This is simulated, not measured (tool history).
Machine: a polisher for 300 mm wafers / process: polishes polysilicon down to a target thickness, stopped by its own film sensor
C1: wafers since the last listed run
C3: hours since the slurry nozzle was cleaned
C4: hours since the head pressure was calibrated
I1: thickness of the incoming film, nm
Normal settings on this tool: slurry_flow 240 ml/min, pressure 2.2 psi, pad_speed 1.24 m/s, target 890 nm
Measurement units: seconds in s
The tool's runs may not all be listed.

Run 1, hour 0.0: usual settings; C1 0; wafers polished on this pad 1268; C3 236.8; C4 530.0; I1 1438.7. Result: seconds 77.3 s.
At hour 13.2: worn pad replaced by a new one.
Run 2, hour 34.4: usual settings; C1 301; wafers polished on this pad 210; C3 271.2; C4 564.4; I1 1461.7. Result: seconds 72.8 s.
Run 3, hour 70.0: usual settings but slurry_flow 295 ml/min; C1 353; wafers polished on this pad 563; C3 306.8; C4 600.0; I1 1435.1. Result: seconds 69.4 s.
Run 4, hour 93.6: usual settings; C1 234; wafers polished on this pad 798; C3 330.4; C4 623.6; I1 1463.4. Result: seconds 77.0 s.
Run 5, hour 119.6: usual settings; C1 258; wafers polished on this pad 1056; C3 356.4; C4 649.6; I1 1452.7. Result: seconds 77.2 s.
Run 6, hour 138.6: usual settings but pad_speed 1.34 m/s; C1 188; wafers polished on this pad 1245; C3 375.4; C4 668.6; I1 1441.0. Result: seconds 72.5 s.
Run 7, hour 160.5: usual settings; C1 217; wafers polished on this pad 1462; C3 397.3; C4 690.5; I1 1446.8. Result: seconds 83.2 s.
At hour 169.7: worn pad replaced by a new one.
Run 8, hour 180.8: usual settings but pressure 2.4 psi, pad_speed 1.48 m/s; C1 161; wafers polished on this pad 110; C3 417.6; C4 710.8; I1 1443.5. Result: seconds 52.3 s.
Run 9, hour 193.9: usual settings but pressure 2.4 psi, pad_speed 1.48 m/s; C1 130; wafers polished on this pad 240; C3 430.7; C4 723.9; I1 1423.4. Result: seconds 51.5 s.
Run 10, hour 219.4: usual settings but pressure 1.7 psi; C1 253; wafers polished on this pad 493; C3 456.2; C4 749.4; I1 1453.2. Result: seconds 89.1 s.
Run 11, hour 246.2: usual settings but pressure 1.7 psi; C1 266; wafers polished on this pad 759; C3 483.0; C4 776.2; I1 1472.6. Result: seconds 96.0 s.
Run 12, hour 275.3: usual settings but pressure 1.7 psi; C1 289; wafers polished on this pad 1048; C3 512.1; C4 805.3; I1 1456.9. Result: seconds 95.4 s.
At hour 299.1: worn pad replaced by a new one, of another model than before.
Run 13, hour 307.2: usual settings but pressure 1.7 psi; C1 277; wafers polished on this pad 79; C3 544.0; C4 837.2; I1 1445.0. Result: seconds 80.6 s.
Run 14, hour 383.9: usual settings but pad_speed 1.00 m/s; C1 761; wafers polished on this pad 841; C3 620.7; C4 913.9; I1 1433.9. Result: seconds 81.4 s.
Run 15, hour 410.9: usual settings but pressure 2.4 psi, pad_speed 1.62 m/s, target 987 nm; C1 268; wafers polished on this pad 1109; C3 647.7; C4 940.9; I1 1454.9. Result: seconds 53.4 s.
Run 16, hour 427.6: usual settings but slurry_flow 270 ml/min, pad_speed 1.44 m/s, target 823 nm; C1 165; wafers polished on this pad 1275; C3 664.4; C4 957.6; I1 1431.0. Result: seconds 80.6 s.
At hour 444.1: worn pad replaced by a new one.
At hour 452.9: slurry nozzle cleaned.
At hour 456.5: head pressure recalibrated.
Run 17, hour 461.8: usual settings but slurry_flow 210 ml/min; C1 270; wafers polished on this pad 146; C3 8.9; C4 5.3; I1 1443.0. Result: seconds 70.2 s.
Run 18, hour 497.5: usual settings but slurry_flow 285 ml/min, pressure 1.7 psi; C1 354; wafers polished on this pad 500; C3 44.6; C4 41.0; I1 1464.0. Result: seconds 81.2 s.
Run 19, hour 524.6: usual settings; C1 269; wafers polished on this pad 769; C3 71.7; C4 68.1; I1 1468.8. Result: seconds 76.0 s.
Run 20, hour 547.5: usual settings but slurry_flow 295 ml/min; C1 227; wafers polished on this pad 997; C3 94.6; C4 91.0; I1 1479.6. Result: seconds 76.4 s.
Run 21, hour 573.8: usual settings; C1 261; wafers polished on this pad 1258; C3 120.9; C4 117.3; I1 1437.2. Result: seconds 75.9 s.
At hour 587.8: worn pad replaced by a new one.
Run 22, hour 588.3: usual settings but slurry_flow 295 ml/min, target 776 nm; C1 104; wafers polished on this pad 5; C3 135.4; C4 131.8; I1 1475.5. Result: seconds 84.2 s.
Run 23, hour 606.7: usual settings; C1 182; wafers polished on this pad 187; C3 153.8; C4 150.2; I1 1456.4. Result: seconds 70.2 s.
Run 24, hour 619.8: usual settings but pressure 1.4 psi, target 744 nm; C1 130; wafers polished on this pad 317; C3 166.9; C4 163.3; I1 1459.9. Result: seconds 112.0 s.
Run 25, hour 652.6: usual settings but slurry_flow 180 ml/min; C1 325; wafers polished on this pad 643; C3 199.7; C4 196.1; I1 1449.3. Result: seconds 75.8 s.

Predict each of these 4 candidate next runs independently; none follows another, all start after run 25:
Run A, hour 653.1: usual settings but slurry_flow 290 ml/min; C1 4; wafers polished on this pad 648; C3 200.2; C4 196.6; I1 1464.4. Result: seconds ?.
Run B, hour 653.1: usual settings but slurry_flow 315 ml/min, pad_speed 1.12 m/s; C1 4; wafers polished on this pad 648; C3 200.2; C4 196.6; I1 1464.4. Result: seconds ?.
Run C, hour 653.1: usual settings but slurry_flow 215 ml/min, target 1034 nm; C1 4; wafers polished on this pad 648; C3 200.2; C4 196.6; I1 1464.4. Result: seconds ?.
Run D, hour 653.1: usual settings but slurry_flow 280 ml/min; C1 4; wafers polished on this pad 648; C3 200.2; C4 196.6; I1 1464.4. Result: seconds ?.

run  seconds
  A     72.9
  B     76.4
  C     57.0
  D     73.2
Stripped of hidden state, with their random variation kept, the same runs would have yielded:
run  seconds
  A     70.1
  B     73.5
  C     54.8
  D     70.4
